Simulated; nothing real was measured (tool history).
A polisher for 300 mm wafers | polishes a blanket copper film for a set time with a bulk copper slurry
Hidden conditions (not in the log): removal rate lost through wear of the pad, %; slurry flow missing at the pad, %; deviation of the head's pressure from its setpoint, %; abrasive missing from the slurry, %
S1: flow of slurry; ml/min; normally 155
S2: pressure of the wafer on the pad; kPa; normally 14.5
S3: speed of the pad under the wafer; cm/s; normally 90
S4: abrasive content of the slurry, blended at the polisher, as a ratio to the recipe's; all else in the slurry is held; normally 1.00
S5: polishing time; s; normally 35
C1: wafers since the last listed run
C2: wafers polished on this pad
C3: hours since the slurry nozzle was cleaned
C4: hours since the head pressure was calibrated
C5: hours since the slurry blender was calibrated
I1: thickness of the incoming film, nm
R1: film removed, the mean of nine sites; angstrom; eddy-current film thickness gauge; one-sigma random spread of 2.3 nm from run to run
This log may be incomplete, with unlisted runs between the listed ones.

run   hour   S1    S2  S3    S4  S5   C1    C2     C3     C4     C5      I1    R1
  1    0.0  155  14.5  90  1.00  35    0   719  702.9  119.2  204.2  2882.5  2156
  2    6.0  155  14.5  90  1.00  35   73   793  708.9  125.2  210.2  2954.8  2154
  3   14.0  155  14.5  90  1.00  35   98   892  716.9  133.2  218.2  2931.2  2113
  4   27.7  155  14.5  90  1.00  35  168  1061  730.6  146.9  231.9  2917.8  2050
  5   42.5  155  13.1  90  1.00  35  182  1243  745.4  161.7  246.7  2858.5  1832
      55.9  -- worn pad replaced by a new one
  6   56.4  155  13.1  90  1.00  35  121     5  759.3  175.6  260.6  2906.7  1961
  7   61.3  155  14.5  90  1.00  35   60    66  764.2  180.5  265.5  2927.6  2200
  8   68.9  155  14.5  90  1.00  35   93   159  771.8  188.1  273.1  2906.2  2202
      74.0  -- slurry nozzle cleaned
  9   80.5  155  14.5  90  1.00  35  130   290    6.5  199.7  284.7  2883.1  2164
 10   87.6  155  17.9  90  1.00  35   87   378   13.6  206.8  291.8  2907.1  2697
 11   96.8  155  14.5  90  1.00  42  113   491   22.8  216.0  301.0  2887.3  2630
 12  106.8  155  14.5  90  1.00  35  123   614   32.8  226.0  311.0  2926.3  2137
 13  124.2  185  14.5  90  1.15  40  214   829   50.2  243.4  328.4  2937.3  2555
 14  139.8  155  18.6  90  1.00  35  192  1021   65.8  259.0  344.0  2918.1  2651
 15  152.7  155   9.7  90  1.00  35  158  1180   78.7  271.9  356.9  2944.9  1327

Run 16 comes next. What will it give?
     155.9  -- slurry blender recalibrated
 16  163.2  155  14.5  90  0.80  35  104  1284  89.2  282.4  7.3  2912.3   ?

R1: 1913 angstrom
With no hidden state in the tool, this same run would have given R1 2115 angstrom.
